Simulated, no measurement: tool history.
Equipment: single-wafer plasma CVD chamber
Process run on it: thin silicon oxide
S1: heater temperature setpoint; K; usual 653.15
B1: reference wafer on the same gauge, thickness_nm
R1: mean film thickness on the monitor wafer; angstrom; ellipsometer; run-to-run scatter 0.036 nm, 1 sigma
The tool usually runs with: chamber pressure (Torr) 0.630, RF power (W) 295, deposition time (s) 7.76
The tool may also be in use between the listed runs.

run 1 hour=0.0 | S1=653.15 chamber_pressure_(Torr)=0.630 RF_power_(W)=295 deposition_time_(s)=7.76 | B1=11.596 | R1=116.06
run 2 hour=15.4 | S1=653.15 chamber_pressure_(Torr)=0.630 RF_power_(W)=295 deposition_time_(s)=7.76 | B1=11.604 | R1=115.77
run 3 hour=30.4 | S1=653.15 chamber_pressure_(Torr)=0.630 RF_power_(W)=295 deposition_time_(s)=7.76 | B1=11.604 | R1=116.28
run 4 hour=45.8 | S1=653.15 chamber_pressure_(Torr)=0.630 RF_power_(W)=295 deposition_time_(s)=7.76 | B1=11.600 | R1=116.20
run 5 hour=98.7 | S1=642.15 chamber_pressure_(Torr)=0.630 RF_power_(W)=295 deposition_time_(s)=7.76 | B1=11.601 | R1=117.28
run 6 hour=115.2 | S1=642.15 chamber_pressure_(Torr)=0.630 RF_power_(W)=295 deposition_time_(s)=7.76 | B1=11.601 | R1=116.19
run 7 hour=126.9 | S1=653.15 chamber_pressure_(Torr)=0.630 RF_power_(W)=330 deposition_time_(s)=7.76 | B1=11.599 | R1=122.54
run 8 hour=135.5 | S1=653.15 chamber_pressure_(Torr)=0.630 RF_power_(W)=330 deposition_time_(s)=7.76 | B1=11.606 | R1=122.27
run 9 hour=144.7 | S1=653.15 chamber_pressure_(Torr)=0.630 RF_power_(W)=330 deposition_time_(s)=7.76 | B1=11.599 | R1=123.03
-- hour=153.9 thermocouple changed; heater temperature recalibrated
run 10 hour=154.4 | S1=653.15 chamber_pressure_(Torr)=0.630 RF_power_(W)=335 deposition_time_(s)=7.76 | B1=11.596 | R1=123.45
run 11 hour=162.4 | S1=653.15 chamber_pressure_(Torr)=0.630 RF_power_(W)=335 deposition_time_(s)=7.76 | B1=11.603 | R1=123.30
-- hour=172.6 gauge calibrated
-- hour=181.2 capacitance manometer re-zeroed and calibrated
-- hour=188.5 RF generator calibrated
run 12 hour=189.0 | S1=667.15 chamber_pressure_(Torr)=0.786 RF_power_(W)=295 deposition_time_(s)=9.14 | B1=11.600 | R1=154.95
run 13 hour=189.3 | S1=653.15 chamber_pressure_(Torr)=0.630 RF_power_(W)=295 deposition_time_(s)=8.78 | B1=11.596 | R1=121.26
run 14 hour=204.2 | S1=657.15 chamber_pressure_(Torr)=0.543 RF_power_(W)=270 deposition_time_(s)=7.30 | B1=11.599 | R1=82.78
run 15 hour=219.9 | S1=653.15 chamber_pressure_(Torr)=0.630 RF_power_(W)=350 deposition_time_(s)=7.76 | B1=11.597 | R1=117.10
-- hour=239.7 showerhead replaced
run 16 hour=240.2 | S1=653.15 chamber_pressure_(Torr)=0.491 RF_power_(W)=295 deposition_time_(s)=7.76 | B1=11.595 | R1=84.27
run 17 hour=244.5 | S1=642.15 chamber_pressure_(Torr)=0.498 RF_power_(W)=250 deposition_time_(s)=7.07 | B1=11.599 | R1=71.58
run 18 hour=260.2 | S1=653.15 chamber_pressure_(Torr)=0.630 RF_power_(W)=295 deposition_time_(s)=7.76 | B1=11.601 | R1=109.31
run 19 hour=266.8 | S1=653.15 chamber_pressure_(Torr)=0.630 RF_power_(W)=295 deposition_time_(s)=7.76 | B1=11.599 | R1=108.44
run 20 hour=282.8 | S1=653.15 chamber_pressure_(Torr)=0.630 RF_power_(W)=295 deposition_time_(s)=7.76 | B1=11.610 | R1=109.17
run 21 hour=300.3 | S1=653.15 chamber_pressure_(Torr)=0.630 RF_power_(W)=295 deposition_time_(s)=7.76 | B1=11.605 | R1=109.22
run 22 hour=306.9 | S1=653.15 chamber_pressure_(Torr)=0.760 RF_power_(W)=330 deposition_time_(s)=7.76 | B1=11.596 | R1=138.13
run 23 hour=321.7 | S1=643.15 chamber_pressure_(Torr)=0.710 RF_power_(W)=340 deposition_time_(s)=6.72 | B1=11.598 | R1=114.54

Forecast each of these 4 alternatives for the next run:
run A hour=322.1 | S1=661.15 chamber_pressure_(Torr)=0.630 RF_power_(W)=295 deposition_time_(s)=7.76 | B1=? | R1=?
run B hour=322.1 | S1=653.15 chamber_pressure_(Torr)=0.530 RF_power_(W)=295 deposition_time_(s)=8.74 | B1=? | R1=?
run C hour=322.1 | S1=645.15 chamber_pressure_(Torr)=0.630 RF_power_(W)=330 deposition_time_(s)=9.05 | B1=? | R1=?
run D hour=322.1 | S1=663.15 chamber_pressure_(Torr)=0.630 RF_power_(W)=295 deposition_time_(s)=7.76 | B1=? | R1=?

run=A B1=11.600 R1=108.87
run=B B1=11.600 R1=103.64
run=C B1=11.600 R1=135.48
run=D B1=11.600 R1=108.72
What these runs would have given with no unlogged condition in the tool:
run=A R1=105.44
run=B R1=100.26
run=C R1=131.23
run=D R1=105.30
